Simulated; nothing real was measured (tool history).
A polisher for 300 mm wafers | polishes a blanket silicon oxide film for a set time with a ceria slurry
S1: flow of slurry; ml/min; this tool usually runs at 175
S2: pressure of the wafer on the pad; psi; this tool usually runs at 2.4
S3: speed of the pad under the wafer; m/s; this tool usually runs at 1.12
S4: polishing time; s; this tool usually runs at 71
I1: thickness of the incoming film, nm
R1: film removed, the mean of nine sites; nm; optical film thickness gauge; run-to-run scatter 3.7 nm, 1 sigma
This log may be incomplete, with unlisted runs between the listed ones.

run 1 hour=0.0 | S1=175 S2=2.4 S3=1.12 S4=63 | I1=1783.8 | R1=267.3
run 2 hour=25.6 | S1=175 S2=2.4 S3=1.12 S4=63 | I1=1765.7 | R1=256.4
run 3 hour=34.5 | S1=175 S2=2.4 S3=1.12 S4=63 | I1=1777.3 | R1=259.8
run 4 hour=40.7 | S1=190 S2=2.4 S3=1.12 S4=79 | I1=1784.6 | R1=326.7
run 5 hour=47.7 | S1=190 S2=2.4 S3=1.12 S4=79 | I1=1753.3 | R1=323.1
-- hour=61.4 worn pad replaced by a new one
run 6 hour=61.9 | S1=190 S2=2.4 S3=1.12 S4=79 | I1=1789.7 | R1=356.0
run 7 hour=64.7 | S1=175 S2=2.8 S3=1.30 S4=71 | I1=1802.1 | R1=417.0
run 8 hour=78.7 | S1=175 S2=2.8 S3=1.30 S4=71 | I1=1776.1 | R1=409.4
run 9 hour=92.7 | S1=175 S2=2.4 S3=1.12 S4=71 | I1=1785.4 | R1=308.6
run 10 hour=101.9 | S1=160 S2=2.7 S3=1.38 S4=71 | I1=1805.0 | R1=400.8
run 11 hour=108.1 | S1=175 S2=2.8 S3=1.30 S4=71 | I1=1756.2 | R1=401.9
-- hour=113.5 head pressure recalibrated
run 12 hour=116.0 | S1=175 S2=2.8 S3=1.30 S4=71 | I1=1806.6 | R1=385.5
-- hour=128.5 slurry nozzle cleaned
run 13 hour=129.8 | S1=135 S2=2.1 S3=1.12 S4=71 | I1=1778.3 | R1=246.2
-- hour=144.4 worn pad replaced by a new one
run 14 hour=146.1 | S1=190 S2=2.9 S3=1.36 S4=71 | I1=1785.8 | R1=451.7
run 15 hour=161.6 | S1=175 S2=2.4 S3=1.12 S4=71 | I1=1795.6 | R1=311.4
run 16 hour=193.5 | S1=130 S2=2.1 S3=0.78 S4=71 | I1=1746.6 | R1=177.6
run 17 hour=206.8 | S1=175 S2=2.1 S3=1.00 S4=84 | I1=1778.0 | R1=272.4
run 18 hour=223.5 | S1=135 S2=2.4 S3=1.12 S4=71 | I1=1798.9 | R1=263.3
-- hour=232.0 worn pad replaced by a new one
run 19 hour=232.6 | S1=175 S2=2.8 S3=1.12 S4=87 | I1=1811.3 | R1=464.8

5 options for the next run, each taken on its own from the tool as it stands now. Forecast them:
run A hour=233.0 | S1=175 S2=2.4 S3=1.12 S4=86 | I1=1761.8 | R1=?
run B hour=233.0 | S1=225 S2=2.4 S3=1.26 S4=61 | I1=1761.8 | R1=?
run C hour=233.0 | S1=130 S2=2.4 S3=1.12 S4=71 | I1=1761.8 | R1=?
run D hour=233.0 | S1=130 S2=3.1 S3=0.86 S4=82 | I1=1761.8 | R1=?
run E hour=233.0 | S1=125 S2=2.9 S3=1.12 S4=92 | I1=1761.8 | R1=?

run=A R1=375.4
run=B R1=305.6
run=C R1=292.4
run=D R1=349.3
run=E R1=453.6
Without the tool's hidden state the same runs would have given:
run=A R1=380.0
run=B R1=309.3
run=C R1=296.0
run=D R1=353.6
run=E R1=459.2
